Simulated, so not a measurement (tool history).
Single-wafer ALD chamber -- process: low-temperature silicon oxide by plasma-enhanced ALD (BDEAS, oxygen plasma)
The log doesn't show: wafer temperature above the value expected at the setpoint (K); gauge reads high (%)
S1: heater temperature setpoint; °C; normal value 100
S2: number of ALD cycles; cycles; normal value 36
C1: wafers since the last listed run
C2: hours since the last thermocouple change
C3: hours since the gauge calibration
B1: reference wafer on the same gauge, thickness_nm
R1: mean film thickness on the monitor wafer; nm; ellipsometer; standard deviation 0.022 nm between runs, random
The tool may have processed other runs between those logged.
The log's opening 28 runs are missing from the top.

run	hour	S1	S2	C1	C2	C3	B1	R1
29	1850.8	95	40	303	3054.0	804.0	4.991	6.443
30	1883.5	100	36	261	3086.7	836.7	4.986	5.693
31	1935.4	114	33	415	3138.6	888.6	4.989	5.018
# hour 1951.5: thermocouple changed; heater temperature recalibrated
32	1997.0	100	43	428	45.5	950.2	4.998	6.643
33	2043.7	100	40	373	92.2	996.9	4.991	6.211
34	2083.8	85	40	320	132.3	1037.0	4.991	6.507
35	2128.9	111	36	360	177.4	1082.1	4.983	5.439
36	2166.0	91	31	296	214.5	1119.2	4.995	4.944
37	2198.6	100	32	260	247.1	1151.8	4.992	4.924
38	2260.3	108	39	493	308.8	1213.5	4.989	5.916
39	2287.5	100	36	217	336.0	1240.7	4.991	5.584
40	2341.9	100	36	435	390.4	1295.1	4.996	5.543
41	2375.9	100	41	272	424.4	1329.1	4.985	6.348
42	2424.4	110	34	388	472.9	1377.6	4.993	5.149
43	2490.1	100	39	525	538.6	1443.3	4.992	6.005
44	2542.7	114	41	420	591.2	1495.9	4.985	6.160
45	2576.1	100	29	267	624.6	1529.3	4.994	4.528

Predict each of these 4 candidate next runs independently; none follows another, all start after run 45:
A	2576.6	100	36	4	625.1	1529.8	?	?
B	2576.6	85	31	4	625.1	1529.8	?	?
C	2576.6	110	36	4	625.1	1529.8	?	?
D	2576.6	113	41	4	625.1	1529.8	?	?

run	B1	R1
A	4.988	5.593
B	4.988	5.094
C	4.988	5.471
D	4.988	6.194
Without the tool's unlogged condition, the same runs would have read:
run	R1
A	5.565
B	5.070
C	5.457
D	6.178
